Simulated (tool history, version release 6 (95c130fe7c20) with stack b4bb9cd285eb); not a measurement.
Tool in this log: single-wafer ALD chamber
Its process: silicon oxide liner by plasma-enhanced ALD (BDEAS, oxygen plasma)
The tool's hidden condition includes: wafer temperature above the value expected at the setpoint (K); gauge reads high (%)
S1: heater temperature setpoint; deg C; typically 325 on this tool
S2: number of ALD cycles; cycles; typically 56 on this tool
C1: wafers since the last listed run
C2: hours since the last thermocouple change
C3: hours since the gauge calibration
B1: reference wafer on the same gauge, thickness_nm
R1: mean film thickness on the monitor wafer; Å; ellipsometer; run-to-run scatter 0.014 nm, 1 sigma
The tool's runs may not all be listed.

{"run": 1, "hour": 0.0, "S1": 325, "S2": 56, "C1": 0, "C2": 1927.1, "C3": 441.2, "B1": 6.037, "R1": 54.92}
{"run": 2, "hour": 56.9, "S1": 325, "S2": 56, "C1": 435, "C2": 1984, "C3": 498.1, "B1": 6.04, "R1": 54.85}
{"run": 3, "hour": 121.7, "S1": 325, "S2": 56, "C1": 495, "C2": 2048.8, "C3": 562.9, "B1": 6.049, "R1": 54.7}
{"run": 4, "hour": 217.8, "S1": 325, "S2": 56, "C1": 735, "C2": 2144.9, "C3": 659, "B1": 6.049, "R1": 55.01}
{"run": 5, "hour": 322.3, "S1": 325, "S2": 56, "C1": 799, "C2": 2249.4, "C3": 763.5, "B1": 6.06, "R1": 54.91}
{"run": 6, "hour": 405.5, "S1": 325, "S2": 50, "C1": 636, "C2": 2332.6, "C3": 846.7, "B1": 6.07, "R1": 49.15}
{"run": 7, "hour": 466.5, "S1": 325, "S2": 50, "C1": 466, "C2": 2393.6, "C3": 907.7, "B1": 6.074, "R1": 49.37}
{"run": 8, "hour": 522.6, "S1": 325, "S2": 56, "C1": 429, "C2": 2449.7, "C3": 963.8, "B1": 6.086, "R1": 55.11}
{"hour": 612.0, "done": "thermocouple changed; heater temperature recalibrated"}
{"run": 9, "hour": 629.1, "S1": 325, "S2": 56, "C1": 753, "C2": 17.1, "C3": 1070.3, "B1": 6.09, "R1": 55.12}
{"run": 10, "hour": 735.1, "S1": 325, "S2": 56, "C1": 810, "C2": 123.1, "C3": 1176.3, "B1": 6.103, "R1": 55.53}
{"run": 11, "hour": 815.4, "S1": 318, "S2": 47, "C1": 614, "C2": 203.4, "C3": 1256.6, "B1": 6.116, "R1": 46.98}
{"hour": 914.6, "done": "gauge calibrated"}
{"run": 12, "hour": 943.7, "S1": 325, "S2": 56, "C1": 981, "C2": 331.7, "C3": 29.1, "B1": 6.027, "R1": 54.63}
{"run": 13, "hour": 1005.8, "S1": 339, "S2": 62, "C1": 475, "C2": 393.8, "C3": 91.2, "B1": 6.031, "R1": 59.17}
{"run": 14, "hour": 1103.7, "S1": 312, "S2": 56, "C1": 749, "C2": 491.7, "C3": 189.1, "B1": 6.036, "R1": 55.66}
{"run": 15, "hour": 1149.2, "S1": 333, "S2": 63, "C1": 348, "C2": 537.2, "C3": 234.6, "B1": 6.035, "R1": 60.65}
{"run": 16, "hour": 1204.8, "S1": 319, "S2": 62, "C1": 425, "C2": 592.8, "C3": 290.2, "B1": 6.026, "R1": 61.47}
{"run": 17, "hour": 1309.2, "S1": 314, "S2": 48, "C1": 798, "C2": 697.2, "C3": 394.6, "B1": 6.038, "R1": 47.87}
{"run": 18, "hour": 1386.0, "S1": 313, "S2": 66, "C1": 587, "C2": 774, "C3": 471.4, "B1": 6.041, "R1": 65.8}
{"run": 19, "hour": 1430.0, "S1": 333, "S2": 67, "C1": 336, "C2": 818, "C3": 515.4, "B1": 6.046, "R1": 64.6}
{"run": 20, "hour": 1533.2, "S1": 315, "S2": 63, "C1": 789, "C2": 921.2, "C3": 618.6, "B1": 6.054, "R1": 62.67}
{"run": 21, "hour": 1570.6, "S1": 325, "S2": 56, "C1": 286, "C2": 958.6, "C3": 656, "B1": 6.055, "R1": 54.65}

Here are 3 independent what-if runs from the current tool condition. What would each one return?
{"run": "A", "hour": 1571.1, "S1": 325, "S2": 56, "C1": 3, "C2": 959.1, "C3": 656.5, "B1": "?", "R1": "?"}
{"run": "B", "hour": 1571.1, "S1": 310, "S2": 56, "C1": 3, "C2": 959.1, "C3": 656.5, "B1": "?", "R1": "?"}
{"run": "C", "hour": 1571.1, "S1": 335, "S2": 52, "C1": 3, "C2": 959.1, "C3": 656.5, "B1": "?", "R1": "?"}

run=A B1=6.052 R1=54.98
run=B B1=6.052 R1=56.35
run=C B1=6.052 R1=50.21
With no hidden state in the tool, these same runs would have given:
run=A R1=54.87
run=B R1=56.23
run=C R1=50.11
